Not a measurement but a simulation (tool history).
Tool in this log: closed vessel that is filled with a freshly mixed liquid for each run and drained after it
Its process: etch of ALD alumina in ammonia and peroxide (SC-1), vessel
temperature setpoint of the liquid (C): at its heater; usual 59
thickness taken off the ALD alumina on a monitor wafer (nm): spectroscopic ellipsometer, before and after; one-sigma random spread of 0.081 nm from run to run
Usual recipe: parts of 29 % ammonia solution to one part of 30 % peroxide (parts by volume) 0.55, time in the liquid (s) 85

run,hour,temperature setpoint of the liquid (C),parts of 29 % ammonia solution to one part of 30 % peroxide (parts by volume),time in the liquid (s),"read-back film thickness of the ALD alumina reference wafer, read on the same gauge (nm)",thickness taken off the ALD alumina on a monitor wafer (nm)
1,0,59,0.55,85,119.99,9.41
2,17.8,59,0.55,85,119.99,9.37
3,35.5,62,0.55,85,119.98,10.95
4,48.2,59,0.55,85,120.02,9.33
5,58.5,59,0.55,85,119.97,9.21
6,72.3,59,0.55,85,120.02,9.23
7,78.6,59,0.55,55,120.01,6
8,89.7,59,0.55,55,120,5.99
9,97.8,59,0.55,55,119.99,6.01
# hour 120.2: ammonia flow meter replaced
10,125.4,59,0.55,85,120,9.24
11,135.3,59,0.55,85,120.03,9.16
12,142.7,59,0.55,85,120,9.26
# hour 142.9: gauge calibrated
13,155.4,59,0.3,85,120.03,8.58
14,163.3,66.5,0.45,65,120.01,10.15
15,179.8,54.5,0.55,85,120.01,7.29
# hour 193.6: thermometer replaced
16,194.5,59,0.55,85,120,10.35
# hour 202.3: new drum of ammonia solution connected
17,208,56,0.45,40,120,4.12
18,221.8,59,0.55,85,119.95,10.3
19,237.1,59,0.45,110,120.01,13.07
20,254.9,59,0.55,85,120.02,10.25
21,266.6,62.5,0.65,55,119.99,8.03
22,288.3,59,0.3,85,120,9.57
23,297.3,51.5,0.35,45,120.01,3.45
24,312.2,59,0.25,115,119.97,12.79
25,322.4,59,0.55,85,119.99,10.03
26,338.5,68,0.4,85,119.98,15.54
27,351.8,51.5,0.75,105,120.01,8.69

Results for each run, recomputed without the tool's hidden state and with each run's random variation untouched:
Hidden state present: liquid colder than its thermometer reads (K); ammonia flow below the setpoint (%); ammonia solution weaker than its label (%); gauge reads high (%).
run,thickness taken off the ALD alumina on a monitor wafer (nm)
1,10.39
2,10.37
3,12.1
4,10.35
5,10.24
6,10.27
7,6.69
8,6.67
9,6.71
10,10.35
11,10.27
12,10.38
13,9.64
14,11.35
15,8.24
16,10.37
17,4.13
18,10.35
19,13.15
20,10.33
21,8.1
22,9.68
23,3.49
24,12.98
25,10.18
26,15.79
27,8.86
